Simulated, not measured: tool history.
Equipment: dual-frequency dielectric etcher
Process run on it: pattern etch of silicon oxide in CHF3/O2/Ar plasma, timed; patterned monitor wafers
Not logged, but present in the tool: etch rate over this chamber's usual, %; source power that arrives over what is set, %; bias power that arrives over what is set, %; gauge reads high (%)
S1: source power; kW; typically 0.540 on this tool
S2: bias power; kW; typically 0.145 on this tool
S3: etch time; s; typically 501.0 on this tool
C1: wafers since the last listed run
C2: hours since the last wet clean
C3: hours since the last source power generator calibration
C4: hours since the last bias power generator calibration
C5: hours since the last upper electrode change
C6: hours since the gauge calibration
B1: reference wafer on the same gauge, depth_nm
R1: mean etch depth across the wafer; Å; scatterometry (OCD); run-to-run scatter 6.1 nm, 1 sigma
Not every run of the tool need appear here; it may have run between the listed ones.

| run | hour | S1 | S2 | S3 | C1 | C2 | C3 | C4 | C5 | C6 | B1 | R1 |
|---|---|---|---|---|---|---|---|---|---|---|---|---|
| 1 | 0.0 | 0.540 | 0.145 | 602.0 | 0 | 469.3 | 3166.3 | 2351.2 | 3642.4 | 554.9 | 823.4 | 10525 |
| 2 | 69.8 | 0.540 | 0.145 | 602.0 | 242 | 539.1 | 3236.1 | 2421.0 | 3712.2 | 624.7 | 821.5 | 10447 |
|  | 172.9 | wet clean of the chamber |
| 3 | 173.4 | 0.540 | 0.121 | 385.5 | 276 | 0.5 | 3339.7 | 2524.6 | 3815.8 | 728.3 | 821.1 | 6536 |
| 4 | 221.1 | 0.450 | 0.145 | 578.5 | 165 | 48.2 | 3387.4 | 2572.3 | 3863.5 | 776.0 | 822.5 | 9430 |
| 5 | 316.4 | 0.440 | 0.145 | 501.0 | 330 | 143.5 | 3482.7 | 2667.6 | 3958.8 | 871.3 | 819.9 | 7957 |
| 6 | 364.8 | 0.440 | 0.145 | 501.0 | 168 | 191.9 | 3531.1 | 2716.0 | 4007.2 | 919.7 | 823.8 | 7983 |
| 7 | 442.2 | 0.540 | 0.145 | 501.0 | 268 | 269.3 | 3608.5 | 2793.4 | 4084.6 | 997.1 | 824.9 | 8767 |
| 8 | 500.0 | 0.540 | 0.145 | 501.0 | 200 | 327.1 | 3666.3 | 2851.2 | 4142.4 | 1054.9 | 822.6 | 8612 |
|  | 554.5 | source power generator calibrated |
| 9 | 602.5 | 0.540 | 0.145 | 501.0 | 342 | 429.6 | 48.0 | 2953.7 | 4244.9 | 1157.4 | 820.6 | 8670 |
| 10 | 690.4 | 0.540 | 0.145 | 422.0 | 305 | 517.5 | 135.9 | 3041.6 | 4332.8 | 1245.3 | 823.1 | 7255 |
|  | 742.3 | wet clean of the chamber |
| 11 | 766.6 | 0.620 | 0.145 | 501.0 | 181 | 24.3 | 212.1 | 3117.8 | 4409.0 | 1321.5 | 824.6 | 8767 |
| 12 | 870.7 | 0.490 | 0.119 | 501.0 | 361 | 128.4 | 316.2 | 3221.9 | 4513.1 | 1425.6 | 820.4 | 7510 |
|  | 893.1 | bias power generator calibrated |
| 13 | 935.6 | 0.540 | 0.145 | 501.0 | 211 | 193.3 | 381.1 | 42.5 | 4578.0 | 1490.5 | 822.3 | 8326 |
|  | 1047.8 | gauge calibrated |
|  | 1054.4 | upper electrode replaced |
| 14 | 1054.9 | 0.540 | 0.121 | 385.5 | 330 | 312.6 | 500.4 | 161.8 | 0.5 | 7.1 | 820.3 | 6019 |
|  | 1129.1 | wet clean of the chamber, repeated, since the last time left the tool worse |
| 15 | 1132.3 | 0.540 | 0.145 | 501.0 | 185 | 3.2 | 577.8 | 239.2 | 77.9 | 84.5 | 823.5 | 8854 |
| 16 | 1191.9 | 0.670 | 0.118 | 557.0 | 206 | 62.8 | 637.4 | 298.8 | 137.5 | 144.1 | 823.7 | 10177 |
| 17 | 1260.6 | 0.660 | 0.145 | 501.0 | 238 | 131.5 | 706.1 | 367.5 | 206.2 | 212.8 | 826.6 | 9550 |
| 18 | 1315.1 | 0.490 | 0.116 | 501.0 | 189 | 186.0 | 760.6 | 422.0 | 260.7 | 267.3 | 822.7 | 7741 |
| 19 | 1470.5 | 0.420 | 0.145 | 384.0 | 539 | 341.4 | 916.0 | 577.4 | 416.1 | 422.7 | 824.0 | 6017 |
| 20 | 1533.2 | 0.540 | 0.145 | 501.0 | 217 | 404.1 | 978.7 | 640.1 | 478.8 | 485.4 | 825.8 | 8675 |
|  | 1697.8 | wet clean of the chamber |
| 21 | 1705.0 | 0.480 | 0.145 | 461.5 | 513 | 7.2 | 1150.5 | 811.9 | 650.6 | 657.2 | 823.6 | 7646 |
| 22 | 1760.1 | 0.540 | 0.145 | 563.5 | 191 | 62.3 | 1205.6 | 867.0 | 705.7 | 712.3 | 825.6 | 9907 |

Across each entry between runs, compare the hidden state at the last listed run before it with the hidden state at the first listed run after it:
From run 2 to run 3: wet clean of the chamber (hour 172.9)
  etch rate over this chamber's usual, %: -1.76 -> -0.471
  difference, measured minus the result without the unlogged condition, R1: -187 -> -31 Å
From run 8 to run 9: source power generator calibrated (hour 554.5)
  etch rate over this chamber's usual, %: -1.89 -> -2.34
  difference, measured minus the result without the unlogged condition, R1: -166 -> -208 Å
From run 10 to run 11: wet clean of the chamber (hour 742.3)
  etch rate over this chamber's usual, %: -2.72 -> -5.31
  difference, measured minus the result without the unlogged condition, R1: -203 -> -492 Å
From run 12 to run 13: bias power generator calibrated (hour 893.1)
  etch rate over this chamber's usual, %: -5.77 -> -6.05
  difference, measured minus the result without the unlogged condition, R1: -460 -> -537 Å
From run 13 to run 14: gauge calibrated (hour 1047.8); upper electrode replaced (hour 1054.4)
  etch rate over this chamber's usual, %: -6.05 -> -6.57
  difference, measured minus the result without the unlogged condition, R1: -537 -> -423 Å
From run 14 to run 15: wet clean of the chamber, repeated, since the last time left the tool worse (hour 1129.1)
  etch rate over this chamber's usual, %: -6.57 -> -0.387
  difference, measured minus the result without the unlogged condition, R1: -423 -> -35 Å
From run 20 to run 21: wet clean of the chamber (hour 1697.8)
  etch rate over this chamber's usual, %: -2.13 -> -0.115
  difference, measured minus the result without the unlogged condition, R1: -189 -> -9 Å

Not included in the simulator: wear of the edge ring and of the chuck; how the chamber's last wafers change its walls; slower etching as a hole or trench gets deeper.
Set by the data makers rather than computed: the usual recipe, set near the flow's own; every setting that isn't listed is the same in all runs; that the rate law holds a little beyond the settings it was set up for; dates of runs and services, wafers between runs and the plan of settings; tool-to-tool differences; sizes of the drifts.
